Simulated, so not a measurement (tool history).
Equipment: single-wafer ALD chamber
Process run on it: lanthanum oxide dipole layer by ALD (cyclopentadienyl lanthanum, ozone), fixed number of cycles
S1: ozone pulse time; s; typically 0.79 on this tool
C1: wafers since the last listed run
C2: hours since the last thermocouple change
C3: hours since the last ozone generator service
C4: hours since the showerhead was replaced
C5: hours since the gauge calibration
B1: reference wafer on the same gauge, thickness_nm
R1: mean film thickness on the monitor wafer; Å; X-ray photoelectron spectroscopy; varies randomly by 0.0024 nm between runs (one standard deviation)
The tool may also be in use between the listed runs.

run 1 day=0 | S1=0.79 | C1=0 C2=1987.9 C3=1103.8 C4=8483.5 C5=233 | B1=0.399 | R1=4.47
run 2 day=0.871 | S1=0.79 | C1=267 C2=2008.8 C3=1124.7 C4=8504.4 C5=253.9 | B1=0.399 | R1=4.46
run 3 day=1.471 | S1=0.79 | C1=184 C2=2023.2 C3=1139.1 C4=8518.8 C5=268.3 | B1=0.399 | R1=4.47
run 4 day=2.271 | S1=0.79 | C1=245 C2=2042.4 C3=1158.3 C4=8538 C5=287.5 | B1=0.398 | R1=4.44
run 5 day=3.1 | S1=0.79 | C1=254 C2=2062.3 C3=1178.2 C4=8557.9 C5=307.4 | B1=0.399 | R1=4.43
run 6 day=3.75 | S1=1 | C1=199 C2=2077.9 C3=1193.8 C4=8573.5 C5=323 | B1=0.399 | R1=4.82
run 7 day=4.562 | S1=1 | C1=249 C2=2097.4 C3=1213.3 C4=8593 C5=342.5 | B1=0.398 | R1=4.87
run 8 day=5.683 | S1=1 | C1=344 C2=2124.3 C3=1240.2 C4=8619.9 C5=369.4 | B1=0.399 | R1=4.83
run 9 day=6.938 | S1=0.98 | C1=385 C2=2154.4 C3=1270.3 C4=8650 C5=399.5 | B1=0.399 | R1=4.79
run 10 day=8.321 | S1=0.79 | C1=425 C2=2187.6 C3=1303.5 C4=8683.2 C5=432.7 | B1=0.399 | R1=4.38
run 11 day=12.425 | S1=0.79 | C1=1261 C2=2286.1 C3=1402 C4=8781.7 C5=531.2 | B1=0.399 | R1=4.33
-- day=12.958 thermocouple changed; heater temperature recalibrated
run 12 day=12.979 | S1=0.79 | C1=67 C2=0.5 C3=1415.3 C4=8795 C5=544.5 | B1=0.399 | R1=4.34
run 13 day=14.15 | S1=0.79 | C1=359 C2=28.6 C3=1443.4 C4=8823.1 C5=572.6 | B1=0.399 | R1=4.32
run 14 day=15.288 | S1=0.59 | C1=349 C2=55.9 C3=1470.7 C4=8850.4 C5=599.9 | B1=0.399 | R1=3.68
run 15 day=16.258 | S1=0.59 | C1=298 C2=79.2 C3=1494 C4=8873.7 C5=623.2 | B1=0.399 | R1=3.69
run 16 day=17.238 | S1=0.79 | C1=300 C2=102.7 C3=1517.5 C4=8897.2 C5=646.7 | B1=0.399 | R1=4.3
-- day=17.608 showerhead replaced
run 17 day=17.958 | S1=0.59 | C1=119 C2=120 C3=1534.8 C4=8.4 C5=664 | B1=0.4 | R1=3.65
run 18 day=18.675 | S1=0.79 | C1=220 C2=137.2 C3=1552 C4=25.6 C5=681.2 | B1=0.398 | R1=4.22
run 19 day=19.346 | S1=0.79 | C1=206 C2=153.3 C3=1568.1 C4=41.7 C5=697.3 | B1=0.399 | R1=4.22
-- day=20.221 gauge calibrated
run 20 day=20.404 | S1=1.05 | C1=325 C2=178.7 C3=1593.5 C4=67.1 C5=4.4 | B1=0.399 | R1=4.84
run 21 day=21.738 | S1=0.64 | C1=409 C2=210.7 C3=1625.5 C4=99.1 C5=36.4 | B1=0.399 | R1=3.77

Run 22 is up next; what results do you expect?
run 22 day=22.362 | S1=0.53 | C1=192 C2=225.7 C3=1640.5 C4=114.1 C5=51.4 | B1=? | R1=?

B1: 0.4
R1: 3.36 Å
Were there no unlogged condition in the tool, this run, its random variation unchanged, would have produced R1 3.85 Å.
